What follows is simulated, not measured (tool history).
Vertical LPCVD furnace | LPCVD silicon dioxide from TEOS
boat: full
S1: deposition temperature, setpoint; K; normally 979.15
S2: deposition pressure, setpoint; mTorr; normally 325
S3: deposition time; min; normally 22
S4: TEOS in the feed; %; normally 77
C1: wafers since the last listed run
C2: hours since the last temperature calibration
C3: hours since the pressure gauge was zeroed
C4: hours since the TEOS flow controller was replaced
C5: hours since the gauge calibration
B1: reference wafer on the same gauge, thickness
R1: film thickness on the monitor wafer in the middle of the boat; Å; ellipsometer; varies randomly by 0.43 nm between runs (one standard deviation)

{"run": 1, "day": 0.0, "S1": 979.15, "S2": 325, "S3": 22, "S4": 71, "C1": 0, "C2": 3872.9, "C3": 2831.5, "C4": 5596.4, "C5": 717.9, "B1": 196.77, "R1": 1827.5}
{"run": 2, "day": 2.171, "S1": 979.15, "S2": 325, "S3": 22, "S4": 71, "C1": 769, "C2": 3925, "C3": 2883.6, "C4": 5648.5, "C5": 770, "B1": 196.84, "R1": 1830.5}
{"run": 3, "day": 4.062, "S1": 979.15, "S2": 325, "S3": 22, "S4": 77, "C1": 670, "C2": 3970.4, "C3": 2929, "C4": 5693.9, "C5": 815.4, "B1": 196.86, "R1": 1912.5}
{"run": 4, "day": 6.046, "S1": 979.15, "S2": 275, "S3": 22, "S4": 77, "C1": 703, "C2": 4018, "C3": 2976.6, "C4": 5741.5, "C5": 863, "B1": 196.89, "R1": 1758}
{"run": 5, "day": 7.492, "S1": 979.15, "S2": 275, "S3": 22, "S4": 77, "C1": 512, "C2": 4052.7, "C3": 3011.3, "C4": 5776.2, "C5": 897.7, "B1": 196.89, "R1": 1754}
{"run": 6, "day": 9.525, "S1": 979.15, "S2": 275, "S3": 22, "S4": 77, "C1": 721, "C2": 4101.5, "C3": 3060.1, "C4": 5825, "C5": 946.5, "B1": 196.92, "R1": 1754.5}
{"run": 7, "day": 10.717, "S1": 975.15, "S2": 370, "S3": 22, "S4": 77, "C1": 422, "C2": 4130.1, "C3": 3088.7, "C4": 5853.6, "C5": 975.1, "B1": 197, "R1": 1854.9}
{"day": 12.925, "done": "thermocouples replaced and temperature profile calibrated"}
{"run": 8, "day": 12.946, "S1": 974.15, "S2": 360, "S3": 22, "S4": 77, "C1": 435, "C2": 0.5, "C3": 3142.2, "C4": 5907.1, "C5": 1028.6, "B1": 197.03, "R1": 1792.9}
{"day": 15.304, "done": "pressure gauge zeroed"}
{"day": 15.338, "done": "TEOS flow controller replaced"}
{"run": 9, "day": 15.358, "S1": 974.15, "S2": 360, "S3": 22, "S4": 77, "C1": 489, "C2": 58.4, "C3": 1.3, "C4": 0.5, "C5": 1086.5, "B1": 197.02, "R1": 1798}
{"run": 10, "day": 17.033, "S1": 974.15, "S2": 360, "S3": 22, "S4": 77, "C1": 594, "C2": 98.6, "C3": 41.5, "C4": 40.7, "C5": 1126.7, "B1": 197.04, "R1": 1789.7}
{"run": 11, "day": 18.254, "S1": 979.15, "S2": 325, "S3": 15, "S4": 77, "C1": 432, "C2": 127.9, "C3": 70.8, "C4": 70, "C5": 1156, "B1": 197, "R1": 1302.5}
{"run": 12, "day": 19.867, "S1": 979.15, "S2": 325, "S3": 15, "S4": 77, "C1": 571, "C2": 166.6, "C3": 109.5, "C4": 108.7, "C5": 1194.7, "B1": 197.08, "R1": 1304.7}
{"run": 13, "day": 21.996, "S1": 979.15, "S2": 325, "S3": 22, "S4": 77, "C1": 755, "C2": 217.7, "C3": 160.6, "C4": 159.8, "C5": 1245.8, "B1": 197.13, "R1": 1910.6}
{"run": 14, "day": 24.083, "S1": 979.15, "S2": 325, "S3": 22, "S4": 77, "C1": 740, "C2": 267.8, "C3": 210.7, "C4": 209.9, "C5": 1295.9, "B1": 197.18, "R1": 1901.3}
{"run": 15, "day": 26.688, "S1": 979.15, "S2": 285, "S3": 22, "S4": 77, "C1": 923, "C2": 330.3, "C3": 273.2, "C4": 272.4, "C5": 1358.4, "B1": 197.01, "R1": 1785.2}
{"run": 16, "day": 29.121, "S1": 979.15, "S2": 325, "S3": 22, "S4": 77, "C1": 863, "C2": 388.7, "C3": 331.6, "C4": 330.8, "C5": 1416.8, "B1": 197.15, "R1": 1910.7}
{"run": 17, "day": 30.142, "S1": 971.15, "S2": 260, "S3": 19.5, "S4": 77, "C1": 362, "C2": 413.2, "C3": 356.1, "C4": 355.3, "C5": 1441.3, "B1": 197.17, "R1": 1260.6}
{"run": 18, "day": 31.412, "S1": 974.15, "S2": 405, "S3": 27, "S4": 83, "C1": 450, "C2": 443.7, "C3": 386.6, "C4": 385.8, "C5": 1471.8, "B1": 197.18, "R1": 2411.2}
{"run": 19, "day": 32.742, "S1": 988.15, "S2": 325, "S3": 22, "S4": 77, "C1": 471, "C2": 475.6, "C3": 418.5, "C4": 417.7, "C5": 1503.7, "B1": 197.18, "R1": 2345.5}
{"run": 20, "day": 35.217, "S1": 979.15, "S2": 325, "S3": 22, "S4": 77, "C1": 877, "C2": 535, "C3": 477.9, "C4": 477.1, "C5": 1563.1, "B1": 197.11, "R1": 1914}
{"run": 21, "day": 36.883, "S1": 979.15, "S2": 325, "S3": 22, "S4": 77, "C1": 591, "C2": 575, "C3": 517.9, "C4": 517.1, "C5": 1603.1, "B1": 197.31, "R1": 1914.8}
{"day": 38.512, "done": "gauge calibrated"}
{"run": 22, "day": 39.438, "S1": 979.15, "S2": 245, "S3": 14.5, "S4": 90, "C1": 905, "C2": 636.3, "C3": 579.2, "C4": 578.4, "C5": 22.2, "B1": 194.89, "R1": 1172.7}
{"run": 23, "day": 42.025, "S1": 979.15, "S2": 325, "S3": 22, "S4": 77, "C1": 917, "C2": 698.4, "C3": 641.3, "C4": 640.5, "C5": 84.3, "B1": 195.17, "R1": 1894.7}
{"run": 24, "day": 43.229, "S1": 971.15, "S2": 325, "S3": 27, "S4": 77, "C1": 427, "C2": 727.3, "C3": 670.2, "C4": 669.4, "C5": 113.2, "B1": 195.26, "R1": 1926.4}
{"run": 25, "day": 45.454, "S1": 979.15, "S2": 270, "S3": 22, "S4": 73, "C1": 789, "C2": 780.7, "C3": 723.6, "C4": 722.8, "C5": 166.6, "B1": 195.51, "R1": 1672.9}
{"run": 26, "day": 47.271, "S1": 979.15, "S2": 250, "S3": 22, "S4": 77, "C1": 644, "C2": 824.3, "C3": 767.2, "C4": 766.4, "C5": 210.2, "B1": 195.59, "R1": 1668.9}
{"run": 27, "day": 49.054, "S1": 986.15, "S2": 325, "S3": 17.5, "S4": 77, "C1": 632, "C2": 867.1, "C3": 810, "C4": 809.2, "C5": 253, "B1": 195.63, "R1": 1768}
{"run": 28, "day": 50.3, "S1": 969.15, "S2": 355, "S3": 22, "S4": 77, "C1": 441, "C2": 897, "C3": 839.9, "C4": 839.1, "C5": 282.9, "B1": 195.75, "R1": 1565}
{"run": 29, "day": 52.496, "S1": 979.15, "S2": 325, "S3": 22, "S4": 77, "C1": 778, "C2": 949.7, "C3": 892.6, "C4": 891.8, "C5": 335.6, "B1": 195.8, "R1": 1899}
{"run": 30, "day": 54.688, "S1": 979.15, "S2": 360, "S3": 22, "S4": 73, "C1": 777, "C2": 1002.3, "C3": 945.2, "C4": 944.4, "C5": 388.2, "B1": 195.9, "R1": 1947.8}
{"run": 31, "day": 56.717, "S1": 974.15, "S2": 325, "S3": 22, "S4": 77, "C1": 719, "C2": 1051, "C3": 993.9, "C4": 993.1, "C5": 436.9, "B1": 196.08, "R1": 1688.7}

Below are 4 alternative next runs, each starting from the tool's condition after run 31. Predict each:
{"run": "A", "day": 56.908, "S1": 979.15, "S2": 325, "S3": 16.5, "S4": 77, "C1": 67, "C2": 1055.6, "C3": 998.5, "C4": 997.7, "C5": 441.5, "B1": "?", "R1": "?"}
{"run": "B", "day": 56.908, "S1": 969.15, "S2": 300, "S3": 14, "S4": 77, "C1": 67, "C2": 1055.6, "C3": 998.5, "C4": 997.7, "C5": 441.5, "B1": "?", "R1": "?"}
{"run": "C", "day": 56.908, "S1": 973.15, "S2": 325, "S3": 18.5, "S4": 77, "C1": 67, "C2": 1055.6, "C3": 998.5, "C4": 997.7, "C5": 441.5, "B1": "?", "R1": "?"}
{"run": "D", "day": 56.908, "S1": 979.15, "S2": 275, "S3": 28, "S4": 77, "C1": 67, "C2": 1055.6, "C3": 998.5, "C4": 997.7, "C5": 441.5, "B1": "?", "R1": "?"}

run=A B1=196.15 R1=1422.9
run=B B1=196.15 R1=919.7
run=C B1=196.15 R1=1388.8
run=D B1=196.15 R1=2221.1
Without the tool's unlogged condition, the same runs would have read:
run=A R1=1415.1
run=B R1=914.6
run=C R1=1381.1
run=D R1=2208.9
